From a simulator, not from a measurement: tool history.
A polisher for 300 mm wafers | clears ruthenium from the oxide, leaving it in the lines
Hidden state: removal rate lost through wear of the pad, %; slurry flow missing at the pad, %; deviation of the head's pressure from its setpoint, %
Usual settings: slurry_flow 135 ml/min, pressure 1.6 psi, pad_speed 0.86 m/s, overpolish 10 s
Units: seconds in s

run	hour	slurry_flow	pressure	pad_speed	overpolish	wafers since the last listed run	wafers polished on this pad	hours since the slurry nozzle was cleaned	hours since the head pressure was calibrated	incoming thickness of the incoming film, nm	seconds
1	0.0	135	1.6	0.92	10	0	563	392.9	221.9	74.9	98.9
2	31.7	135	1.6	0.86	10	178	741	424.6	253.6	75.3	105.1
3	50.5	135	1.6	0.86	10	105	847	443.4	272.4	75.2	105.1
4	76.6	135	1.6	0.86	10	146	994	469.5	298.5	75.7	106.4
# hour 80.9: worn pad replaced by a new one
5	108.7	135	2.1	0.86	10	157	156	501.6	330.6	74.4	78.7
6	141.0	135	2.1	0.86	10	181	337	533.9	362.9	74.7	79.2
7	176.0	135	1.6	0.86	10	196	534	568.9	397.9	75.1	103.7
8	199.4	135	2.0	0.86	10	131	665	592.3	421.3	74.0	82.9
9	215.6	135	1.6	0.86	10	91	757	608.5	437.5	74.1	105.0
# hour 239.6: worn pad replaced by a new one
10	245.1	135	1.6	0.86	10	143	30	638.0	467.0	74.5	105.4
11	274.0	170	1.6	0.70	8	162	193	666.9	495.9	73.9	119.1
# hour 285.8: head pressure recalibrated
12	293.5	135	1.6	0.86	10	98	291	686.4	7.7	75.0	104.4
13	321.2	135	1.6	0.86	10	155	447	714.1	35.4	73.9	103.9
# hour 330.5: slurry nozzle cleaned
14	333.2	100	1.6	0.60	5	61	509	2.7	47.4	74.4	148.6
15	350.3	110	1.6	0.96	10	96	605	19.8	64.5	74.6	96.7
16	370.7	165	1.1	0.86	10	114	719	40.2	84.9	75.2	149.7

Forecast run 17:
# hour 383.8: worn pad replaced by a new one
17	395.8	135	1.6	0.86	10	118	67	65.3	110.0	75.3	?

seconds: 105.9 s
Without the tool's hidden state the same run would have given seconds 105.9 s.
